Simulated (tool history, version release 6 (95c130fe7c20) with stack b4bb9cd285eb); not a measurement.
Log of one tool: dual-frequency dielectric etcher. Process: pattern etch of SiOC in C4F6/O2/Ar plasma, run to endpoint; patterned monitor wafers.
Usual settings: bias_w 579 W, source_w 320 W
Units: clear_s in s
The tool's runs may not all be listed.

run	day	bias_w	source_w	incoming incoming film thickness, nm	clear_s
1	0	579	320	39.52	14.3
2	4.675	579	320	39.44	14.3
3	7.104	579	320	39.49	14.1
4	8.992	684	320	39.21	13.3
5	11.971	579	300	39.46	14.3
# day 14.304: wet clean of the chamber
6	14.325	579	300	39.64	14.7
7	15.754	579	300	39.24	14.3
8	16.9	579	320	39.54	14.1
9	19.408	579	320	39.33	14.2
10	24.333	579	320	39.39	14.1
11	27.071	579	350	39.44	13.6
# day 28.396: upper electrode replaced
12	28.412	579	350	39.21	13.6
# day 30.812: wet clean of the chamber
13	30.833	579	350	39.14	13.5
14	32.692	490	400	39.13	13.4
15	35.608	458	320	39.08	15.3
# day 36.533: bias power generator calibrated
16	39.421	528	340	39.07	14.1
17	40.85	579	320	39.36	14
18	42.283	579	320	39.32	14.1
19	43.408	579	320	39.1	14.1
20	44.454	534	320	39.21	14.5
# day 44.988: source power generator calibrated
# day 48.104: wet clean of the chamber
21	48.125	579	320	39.52	14.1
22	49.4	579	320	39.68	14.3
23	50.929	712	320	39.78	13.3
24	52.775	452	250	39.44	16.7
25	54.608	513	300	39.77	15.2
26	56.642	579	320	39.36	14
27	57.817	579	250	39.4	15.7

Forecast each of these 3 alternatives for the next run:
A	57.833	579	340	39.2	?
B	57.833	674	340	39.2	?
C	57.833	539	270	39.2	?

run	clear_s
A	13.8
B	13.1
C	15.4
Without the tool's hidden state the same runs would have given:
run	clear_s
A	13.8
B	13.1
C	15.4
